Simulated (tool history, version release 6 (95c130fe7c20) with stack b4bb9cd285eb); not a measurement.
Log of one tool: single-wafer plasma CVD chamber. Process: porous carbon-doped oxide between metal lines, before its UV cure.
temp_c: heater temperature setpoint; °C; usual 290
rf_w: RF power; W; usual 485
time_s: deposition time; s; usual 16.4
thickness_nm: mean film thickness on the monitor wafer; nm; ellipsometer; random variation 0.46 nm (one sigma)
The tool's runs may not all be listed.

run    hour  temp_c  rf_w  time_s  read-back reference wafer on the same gauge, thickness_nm  thickness_nm
  1       0     301   460    16.4                                                     81.796        82.243
  2    64.5     301   460    16.4                                                     81.791        81.922
  3   119.6     290   485    16.4                                                     81.876        90.036
  4   160.4     290   485    16.4                                                     81.818        90.233
  5   267.9     290   485    16.4                                                      81.87        90.328
  6   373.5     282   430    16.4                                                     81.796        86.605
  7   429.5     282   430    16.4                                                     81.803        84.213
  8     509     282   430    16.4                                                     81.835        84.549
      582.7  -- RF generator calibrated
  9   588.6     290   485    16.4                                                     81.698        91.875
 10   691.8     290   485    16.4                                                     81.751        92.204
 11   744.5     290   485    16.4                                                     81.795         92.13
 12   825.3     290   485    16.4                                                     81.771        91.358
 13   903.4     277   485    13.6                                                       81.8        83.336
 14   998.2     301   460    16.4                                                     81.789        83.102
 15  1084.9     295   435    18.4                                                     81.789        91.955
     1113.7  -- showerhead replaced
 16    1188     276   440    18.1                                                     81.793       101.884
 17  1255.9     277   485    15.2                                                     81.832          91.9
     1291.7  -- thermocouple changed; heater temperature recalibrated
 18  1299.4     290   390    15.4                                                     81.921        74.459
     1312.8  -- gauge calibrated
 19  1377.1     300   485    16.4                                                     81.681        86.609
 20  1551.5     290   485    16.4                                                     81.776        91.528
 21  1591.5     290   485    16.4                                                     81.701         91.13
 22  1670.3     290   485    16.4                                                     81.819        89.772

Run 23 comes next. What will it give?
 23  1761.4     281   510    17.8                                                          ?             ?

read-back reference wafer on the same gauge, thickness_nm: 81.73
thickness_nm: 106.421 nm
Without the tool's hidden state the same run would have given thickness_nm 113.279 nm.
